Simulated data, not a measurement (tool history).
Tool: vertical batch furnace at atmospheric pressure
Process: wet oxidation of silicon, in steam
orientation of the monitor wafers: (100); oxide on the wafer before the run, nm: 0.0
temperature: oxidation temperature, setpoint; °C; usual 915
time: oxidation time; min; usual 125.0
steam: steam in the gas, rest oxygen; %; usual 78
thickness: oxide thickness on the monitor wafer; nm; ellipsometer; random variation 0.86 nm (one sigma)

run	hour	temperature	time	steam	read-back reference wafer on the same gauge, thickness	thickness
1	0.0	915	125.0	78	246.94	281.25
2	61.5	915	125.0	78	247.19	280.94
3	110.2	915	125.0	78	247.12	279.26
4	150.8	915	125.0	85	247.20	299.01
5	214.0	915	125.0	85	247.31	300.80
6	239.2	915	125.0	85	247.06	300.74
7	289.4	915	125.0	78	246.98	279.67
8	358.8	915	125.0	73	246.99	262.90
9	423.4	915	125.0	73	247.15	263.79
10	468.7	923	125.0	78	247.06	302.38
11	492.8	923	125.0	78	247.07	302.54
12	582.7	923	125.0	86	246.95	326.84
13	621.0	923	125.0	86	247.05	326.53
14	656.6	923	125.0	86	246.94	334.42
15	690.6	915	125.0	78	247.06	284.66
16	738.9	915	125.0	78	246.83	284.65
17	805.0	934	125.0	88	247.00	373.22
18	838.7	915	71.5	66	246.86	152.90
19	871.0	915	94.5	83	246.57	236.84
20	925.0	939	125.0	78	247.19	358.12
21	954.9	915	125.0	78	247.03	281.03
22	1018.3	915	125.0	85	247.02	304.25
23	1083.2	915	125.0	78	246.86	283.02
24	1112.0	893	107.0	74	246.89	179.41
25	1153.8	923	125.0	78	246.83	305.70
26	1210.7	915	125.0	78	246.99	283.70
27	1256.3	936	91.0	74	247.15	257.48
28	1299.8	907	125.0	67	247.16	226.47
29	1357.8	915	125.0	78	246.73	281.36
30	1389.1	915	125.0	78	247.02	281.37
31	1414.1	932	125.0	84	247.07	351.49
32	1466.8	915	125.0	88	247.10	310.14
33	1533.8	935	179.5	78	246.97	447.98
34	1604.5	915	107.5	78	246.96	246.20
35	1643.5	934	125.0	86	246.90	361.98
36	1674.7	925	179.0	78	247.10	411.09
37	1811.8	901	108.5	86	247.37	228.78
38	1841.5	915	173.0	86	246.96	392.22

Taken out of this log: 3 entries between the listed runs. Where each belongs, and how the hidden state differs across it:
Between runs 11 and 12: thermocouples replaced and temperature profile calibrated (hour 582.2)
  steam share off its setpoint, % of the setpoint: -2.94 -> -3.12
  measured less the result without the state, thickness: -7.31 -> -8.30 nm
Between runs 13 and 14: steam generator serviced (hour 656.1)
  steam share off its setpoint, % of the setpoint: -3.2 -> -0.463
  measured less the result without the state, thickness: -8.51 -> -1.23 nm
Between runs 17 and 18: gauge calibrated (hour 819.2)
  steam share off its setpoint, % of the setpoint: -0.765 -> -0.833
  measured less the result without the state, thickness: -2.20 -> -1.13 nm

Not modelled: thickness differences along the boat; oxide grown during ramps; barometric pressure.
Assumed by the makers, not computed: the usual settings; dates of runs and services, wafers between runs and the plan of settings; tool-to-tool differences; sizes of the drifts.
